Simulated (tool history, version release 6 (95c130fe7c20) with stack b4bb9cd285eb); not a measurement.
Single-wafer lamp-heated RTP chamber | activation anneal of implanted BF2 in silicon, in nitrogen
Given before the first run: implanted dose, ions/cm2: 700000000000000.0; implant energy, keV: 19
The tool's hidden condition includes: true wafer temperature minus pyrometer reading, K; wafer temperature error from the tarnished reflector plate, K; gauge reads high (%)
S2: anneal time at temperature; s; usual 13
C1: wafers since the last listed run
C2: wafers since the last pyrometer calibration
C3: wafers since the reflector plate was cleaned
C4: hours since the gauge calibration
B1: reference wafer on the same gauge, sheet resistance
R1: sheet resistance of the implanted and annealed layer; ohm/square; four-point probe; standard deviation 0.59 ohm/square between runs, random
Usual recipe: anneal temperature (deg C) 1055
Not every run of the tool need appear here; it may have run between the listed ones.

{"run": 1, "day": 0.0, "anneal temperature (deg C)": 1035, "S2": 17, "C1": 0, "C2": 2373, "C3": 471, "C4": 1279.4, "B1": 204.97, "R1": 186.83}
{"run": 2, "day": 1.308, "anneal temperature (deg C)": 1055, "S2": 13, "C1": 531, "C2": 2904, "C3": 1002, "C4": 1310.8, "B1": 204.91, "R1": 180.48}
{"run": 3, "day": 1.95, "anneal temperature (deg C)": 1055, "S2": 13, "C1": 260, "C2": 3165, "C3": 1262, "C4": 1326.2, "B1": 205.02, "R1": 181.0}
{"day": 2.742, "done": "pyrometer window cleaned and pyrometer calibrated"}
{"run": 4, "day": 2.762, "anneal temperature (deg C)": 1055, "S2": 13, "C1": 194, "C2": 8, "C3": 1457, "C4": 1345.7, "B1": 205.12, "R1": 181.97}
{"run": 5, "day": 3.808, "anneal temperature (deg C)": 1055, "S2": 13, "C1": 424, "C2": 433, "C3": 1881, "C4": 1370.8, "B1": 204.94, "R1": 180.45}
{"run": 6, "day": 4.496, "anneal temperature (deg C)": 1055, "S2": 13, "C1": 279, "C2": 712, "C3": 2160, "C4": 1387.3, "B1": 205.01, "R1": 179.84}
{"day": 4.871, "done": "gauge calibrated"}
{"run": 7, "day": 5.454, "anneal temperature (deg C)": 1055, "S2": 10, "C1": 389, "C2": 1101, "C3": 2549, "C4": 14.0, "B1": 204.94, "R1": 183.65}
{"run": 8, "day": 6.633, "anneal temperature (deg C)": 1055, "S2": 10, "C1": 478, "C2": 1579, "C3": 3028, "C4": 42.3, "B1": 205.09, "R1": 183.36}
{"day": 7.042, "done": "reflector plate cleaned, repeated, since the last time left the tool worse"}
{"run": 9, "day": 7.788, "anneal temperature (deg C)": 1055, "S2": 10, "C1": 333, "C2": 1913, "C3": 302, "C4": 70.0, "B1": 204.92, "R1": 187.85}
{"run": 10, "day": 8.296, "anneal temperature (deg C)": 1055, "S2": 13, "C1": 206, "C2": 2119, "C3": 509, "C4": 82.2, "B1": 204.95, "R1": 182.97}
{"run": 11, "day": 9.65, "anneal temperature (deg C)": 1055, "S2": 13, "C1": 549, "C2": 2669, "C3": 1058, "C4": 114.7, "B1": 205.0, "R1": 184.54}
{"run": 12, "day": 10.558, "anneal temperature (deg C)": 1055, "S2": 13, "C1": 368, "C2": 3037, "C3": 1427, "C4": 136.5, "B1": 204.92, "R1": 182.56}
{"run": 13, "day": 11.129, "anneal temperature (deg C)": 1055, "S2": 13, "C1": 231, "C2": 3269, "C3": 1659, "C4": 150.2, "B1": 204.96, "R1": 184.07}
{"run": 14, "day": 12.258, "anneal temperature (deg C)": 1038, "S2": 13, "C1": 458, "C2": 3727, "C3": 2117, "C4": 177.3, "B1": 204.96, "R1": 192.31}
{"day": 13.671, "done": "pyrometer window cleaned and pyrometer calibrated"}
{"run": 15, "day": 13.692, "anneal temperature (deg C)": 1084, "S2": 6, "C1": 446, "C2": 8, "C3": 2564, "C4": 211.7, "B1": 205.1, "R1": 182.08}
{"run": 16, "day": 14.296, "anneal temperature (deg C)": 1035, "S2": 17, "C1": 245, "C2": 253, "C3": 2809, "C4": 226.2, "B1": 204.96, "R1": 189.65}
{"run": 17, "day": 15.229, "anneal temperature (deg C)": 1037, "S2": 13, "C1": 378, "C2": 632, "C3": 3188, "C4": 248.6, "B1": 205.09, "R1": 192.55}
{"run": 18, "day": 16.371, "anneal temperature (deg C)": 1068, "S2": 17, "C1": 463, "C2": 1095, "C3": 3651, "C4": 276.0, "B1": 205.0, "R1": 176.76}
{"run": 19, "day": 17.871, "anneal temperature (deg C)": 1055, "S2": 6, "C1": 608, "C2": 1704, "C3": 4260, "C4": 312.0, "B1": 204.96, "R1": 194.03}
{"run": 20, "day": 18.546, "anneal temperature (deg C)": 1032, "S2": 13, "C1": 273, "C2": 1978, "C3": 4534, "C4": 328.2, "B1": 204.96, "R1": 195.22}
{"run": 21, "day": 19.575, "anneal temperature (deg C)": 1030, "S2": 5, "C1": 417, "C2": 2396, "C3": 4952, "C4": 352.9, "B1": 205.07, "R1": 211.95}
{"run": 22, "day": 20.721, "anneal temperature (deg C)": 1028, "S2": 8, "C1": 465, "C2": 2861, "C3": 5417, "C4": 380.4, "B1": 204.98, "R1": 205.62}
{"run": 23, "day": 22.167, "anneal temperature (deg C)": 1055, "S2": 13, "C1": 586, "C2": 3448, "C3": 6004, "C4": 415.1, "B1": 205.07, "R1": 184.11}
{"run": 24, "day": 23.583, "anneal temperature (deg C)": 1044, "S2": 16, "C1": 575, "C2": 4023, "C3": 6579, "C4": 449.1, "B1": 205.0, "R1": 185.81}
{"run": 25, "day": 24.512, "anneal temperature (deg C)": 1047, "S2": 6, "C1": 377, "C2": 4400, "C3": 6956, "C4": 471.4, "B1": 205.0, "R1": 197.33}
{"day": 25.125, "done": "pyrometer window cleaned and pyrometer calibrated"}
{"run": 26, "day": 25.65, "anneal temperature (deg C)": 1027, "S2": 17, "C1": 326, "C2": 213, "C3": 7282, "C4": 498.7, "B1": 205.02, "R1": 194.17}
{"run": 27, "day": 26.962, "anneal temperature (deg C)": 1055, "S2": 13, "C1": 532, "C2": 745, "C3": 7815, "C4": 530.2, "B1": 205.04, "R1": 183.59}
{"run": 28, "day": 28.038, "anneal temperature (deg C)": 1075, "S2": 17, "C1": 436, "C2": 1182, "C3": 8252, "C4": 556.0, "B1": 204.97, "R1": 172.9}
{"run": 29, "day": 28.867, "anneal temperature (deg C)": 1071, "S2": 9, "C1": 336, "C2": 1518, "C3": 8588, "C4": 575.9, "B1": 204.92, "R1": 181.27}
{"run": 30, "day": 29.708, "anneal temperature (deg C)": 1039, "S2": 6, "C1": 341, "C2": 1860, "C3": 8930, "C4": 596.1, "B1": 204.91, "R1": 202.2}
{"run": 31, "day": 31.204, "anneal temperature (deg C)": 1055, "S2": 13, "C1": 607, "C2": 2467, "C3": 9537, "C4": 632.0, "B1": 205.04, "R1": 183.27}
{"run": 32, "day": 32.471, "anneal temperature (deg C)": 1044, "S2": 21, "C1": 514, "C2": 2981, "C3": 10051, "C4": 662.4, "B1": 205.04, "R1": 182.6}
{"day": 33.279, "done": "reflector plate cleaned"}
{"run": 33, "day": 33.3, "anneal temperature (deg C)": 1038, "S2": 19, "C1": 201, "C2": 3183, "C3": 8, "C4": 682.3, "B1": 204.89, "R1": 189.07}
{"run": 34, "day": 34.083, "anneal temperature (deg C)": 1043, "S2": 8, "C1": 317, "C2": 3500, "C3": 326, "C4": 701.1, "B1": 204.94, "R1": 197.67}
{"run": 35, "day": 34.846, "anneal temperature (deg C)": 1072, "S2": 18, "C1": 309, "C2": 3810, "C3": 636, "C4": 719.4, "B1": 204.97, "R1": 173.36}
{"run": 36, "day": 35.817, "anneal temperature (deg C)": 1076, "S2": 20, "C1": 394, "C2": 4204, "C3": 1030, "C4": 742.7, "B1": 205.05, "R1": 172.68}
{"day": 36.783, "done": "pyrometer window cleaned and pyrometer calibrated"}
{"run": 37, "day": 36.804, "anneal temperature (deg C)": 1068, "S2": 7, "C1": 265, "C2": 7, "C3": 1295, "C4": 766.4, "B1": 205.03, "R1": 186.6}

The same runs without the tool's hidden state, with the same run-to-run variation:
run=1 R1=191.50
run=2 R1=183.99
run=3 R1=184.59
run=4 R1=185.66
run=5 R1=184.22
run=6 R1=183.66
run=7 R1=187.83
run=8 R1=187.62
run=9 R1=188.11
run=10 R1=183.29
run=11 R1=185.08
run=12 R1=183.21
run=13 R1=184.80
run=14 R1=193.52
run=15 R1=182.86
run=16 R1=191.06
run=17 R1=194.17
run=18 R1=177.64
run=19 R1=195.63
run=20 R1=197.26
run=21 R1=214.25
run=22 R1=208.07
run=23 R1=185.57
run=24 R1=187.63
run=25 R1=199.46
run=26 R1=196.53
run=27 R1=185.17
run=28 R1=173.92
run=29 R1=182.56
run=30 R1=204.73
run=31 R1=184.91
run=32 R1=184.41
run=33 R1=189.08
run=34 R1=197.88
run=35 R1=173.55
run=36 R1=172.95
run=37 R1=187.13
